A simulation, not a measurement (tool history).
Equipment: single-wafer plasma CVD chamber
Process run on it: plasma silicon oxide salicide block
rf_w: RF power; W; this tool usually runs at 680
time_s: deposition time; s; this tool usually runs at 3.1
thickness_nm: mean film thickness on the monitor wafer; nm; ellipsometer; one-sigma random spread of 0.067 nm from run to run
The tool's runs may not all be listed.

run,day,rf_w,time_s,"read-back reference wafer on the same gauge, thickness_nm",thickness_nm
1,0,680,2.89,28.494,30.534
2,0.754,680,2.89,28.491,30.57
3,4.754,680,2.89,28.515,30.565
4,5.817,680,3.1,28.513,32.78
5,6.683,680,2.97,28.506,31.389
6,7.821,680,2.97,28.495,31.372
7,9.088,680,2.97,28.507,31.325
8,10.571,680,3.1,28.51,32.789
9,11.65,680,3.1,28.504,32.825
10,12.971,680,3.1,28.503,32.736
11,14.462,680,3.47,28.52,36.585
12,15.383,680,3.47,28.501,36.566
13,16.55,680,3.52,28.505,37.156
14,17.754,680,3.52,28.503,37.112
15,18.8,680,3.1,28.501,32.607
16,19.546,575,3.1,28.495,31.404
17,20.825,680,3.1,28.494,32.659
18,21.908,680,3.1,28.479,32.738
# day 22.592: gauge calibrated
19,23.3,680,3.1,28.501,32.633
20,23.933,680,3.1,28.512,32.544
21,27.796,680,2.55,28.482,26.939
22,28.35,680,3.1,28.511,32.751
23,29.946,585,3.28,28.511,33.399
24,30.646,795,3.37,28.507,36.867
25,31.992,800,3.1,28.497,33.953
# day 32.483: showerhead replaced
26,33.058,580,3.27,28.5,33.074
27,33.946,565,3.1,28.512,31.187
28,34.642,550,2.65,28.499,26.435
# day 35.433: RF generator calibrated
29,35.454,765,2.6,28.501,28.771
30,35.888,680,3.1,28.495,33.126
31,37.362,680,2.97,28.493,31.807
32,37.912,575,3.55,28.507,36.545
33,38.508,680,2.56,28.505,27.353
34,41.671,680,2.87,28.487,30.687
35,42.642,580,3.43,28.503,35.296
36,43.979,630,3.41,28.509,35.9
37,44.596,785,3.49,28.501,38.554
38,45.838,585,3.1,28.512,31.952
39,47.154,680,2.89,28.495,30.779
40,48.45,815,2.54,28.506,28.389
41,49.825,590,3.28,28.51,33.887
42,51.017,610,3.64,28.495,37.842
43,53.325,735,3.1,28.502,33.654
44,54.438,640,3.39,28.526,35.579
45,55.729,585,3.28,28.518,33.686

Below are 3 alternative next runs, each starting from the tool's condition after run 45. Predict each:
A,55.746,610,3.1,?,?
B,55.746,580,3.26,?,?
C,55.746,580,3.65,?,?

run,"read-back reference wafer on the same gauge, thickness_nm",thickness_nm
A,28.502,32.216
B,28.502,33.482
C,28.502,37.487
Stripped of hidden state, with their random variation kept, the same runs would have yielded:
run,thickness_nm
A,32.353
B,33.625
C,37.648
